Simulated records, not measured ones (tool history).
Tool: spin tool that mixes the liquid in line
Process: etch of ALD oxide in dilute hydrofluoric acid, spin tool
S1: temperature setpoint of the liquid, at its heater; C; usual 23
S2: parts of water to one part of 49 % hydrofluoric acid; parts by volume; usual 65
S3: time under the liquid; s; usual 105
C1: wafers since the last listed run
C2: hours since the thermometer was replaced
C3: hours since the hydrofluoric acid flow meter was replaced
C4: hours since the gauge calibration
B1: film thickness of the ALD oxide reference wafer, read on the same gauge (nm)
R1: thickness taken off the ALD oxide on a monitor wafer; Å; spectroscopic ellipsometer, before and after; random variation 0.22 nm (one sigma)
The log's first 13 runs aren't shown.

run	day	S1	S2	S3	C1	C2	C3	C4	B1	R1
14	8.496	23	65	105	141	2271.9	1368.9	38.5	109.96	630.1
15	8.779	23	65	105	69	2278.7	1375.7	45.3	109.98	624.2
16	9.233	18	50	80	110	2289.6	1386.6	56.2	110.05	514.4
17	9.925	26	50	85	168	2306.2	1403.2	72.8	109.98	765.7
18	10.267	23	75	105	83	2314.4	1411.4	81	109.98	539.7
19	10.538	20.5	85	140	66	2320.9	1417.9	87.5	110.01	569.2
# day 10.867: thermometer replaced
20	11.025	21	65	85	108	3.8	1429.6	99.2	110.02	431
21	11.504	21.5	50	45	116	15.3	1441.1	110.7	109.97	307.9
22	12.062	23	65	105	136	28.7	1454.5	124.1	109.99	575.1
23	12.738	26.5	85	165	164	44.9	1470.7	140.3	110	781.7
# day 12.992: hydrofluoric acid flow meter replaced
24	13.479	23	65	105	170	62.7	11.7	158.1	109.96	544.2
25	14.083	23	40	105	147	77.2	26.2	172.6	109.96	908.1
26	14.467	23	55	160	93	86.4	35.4	181.8	109.99	997

Run 27 comes next. What will it give?
27	15.192	23	65	105	176	103.8	52.8	199.2	?	?

Run 27 gave B1 110.02, R1 547.4 Å.
Without the tool's hidden state the same run would have given R1 535.5 Å.

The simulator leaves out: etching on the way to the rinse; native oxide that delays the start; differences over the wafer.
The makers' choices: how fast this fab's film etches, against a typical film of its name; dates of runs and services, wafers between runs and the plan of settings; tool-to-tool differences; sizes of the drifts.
